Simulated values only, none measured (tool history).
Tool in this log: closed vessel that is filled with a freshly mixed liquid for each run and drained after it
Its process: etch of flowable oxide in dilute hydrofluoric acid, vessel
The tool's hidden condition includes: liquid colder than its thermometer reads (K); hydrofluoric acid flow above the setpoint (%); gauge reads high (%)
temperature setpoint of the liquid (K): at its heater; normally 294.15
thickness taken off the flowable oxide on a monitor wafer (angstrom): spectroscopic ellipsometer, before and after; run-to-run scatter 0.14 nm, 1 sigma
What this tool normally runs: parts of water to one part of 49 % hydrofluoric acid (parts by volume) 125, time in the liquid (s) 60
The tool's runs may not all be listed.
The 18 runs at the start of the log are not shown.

run	hour	temperature setpoint of the liquid (K)	parts of water to one part of 49 % hydrofluoric acid (parts by volume)	time in the liquid (s)	wafers since the last listed run	hours since the thermometer was replaced	hours since the hydrofluoric acid flow meter was replaced	hours since the gauge calibration	read-back film thickness of the flowable oxide reference wafer, read on the same gauge (nm)	thickness taken off the flowable oxide on a monitor wafer (angstrom)
19	1026.1	294.15	95	60	9748	148.5	594.8	760.3	69.11	215.8
20	1059.2	298.15	175	30	4636	181.6	627.9	793.4	69.00	63.0
21	1086.3	294.15	85	30	3795	208.7	655.0	820.5	68.88	122.6
22	1113.0	294.15	125	60	3739	235.4	681.7	847.2	68.81	160.5
23	1144.2	290.15	80	50	4370	266.6	712.9	878.4	68.73	185.0
24	1179.1	294.15	95	60	4888	301.5	747.8	913.3	68.57	217.1
25	1238.1	295.65	180	85	8264	360.5	806.8	972.3	68.32	155.6
26	1373.9	294.15	125	60	19021	496.3	942.6	1108.1	67.78	157.2
27	1425.6	294.15	125	75	7241	548.0	994.3	1159.8	67.47	197.4
28	1452.4	294.15	125	60	3753	574.8	1021.1	1186.6	67.40	156.1
29	1504.0	290.15	110	35	7227	626.4	1072.7	1238.2	67.13	88.5
30	1541.1	290.15	110	35	5196	663.5	1109.8	1275.3	66.90	88.1
# hour 1553.2: thermometer replaced
31	1580.1	291.15	105	80	5322	26.9	1148.8	1314.3	66.67	219.2
32	1638.0	294.15	90	60	8110	84.8	1206.7	1372.2	66.35	222.9
33	1699.2	294.15	125	75	8572	146.0	1267.9	1433.4	66.00	187.2

Branching from run 33: 4 alternative next runs. What would each branch give?
A	1699.9	294.15	165	60	98	146.7	1268.6	1434.1	?	?
B	1699.9	294.15	145	60	98	146.7	1268.6	1434.1	?	?
C	1699.9	297.15	125	35	98	146.7	1268.6	1434.1	?	?
D	1699.9	290.15	125	90	98	146.7	1268.6	1434.1	?	?

run	read-back film thickness of the flowable oxide reference wafer, read on the same gauge (nm)	thickness taken off the flowable oxide on a monitor wafer (angstrom)
A	66.07	112.3
B	66.07	130.5
C	66.07	101.6
D	66.07	197.1
With no hidden state in the tool, these same runs would have given:
run	thickness taken off the flowable oxide on a monitor wafer (angstrom)
A	119.0
B	138.4
C	107.7
D	209.0
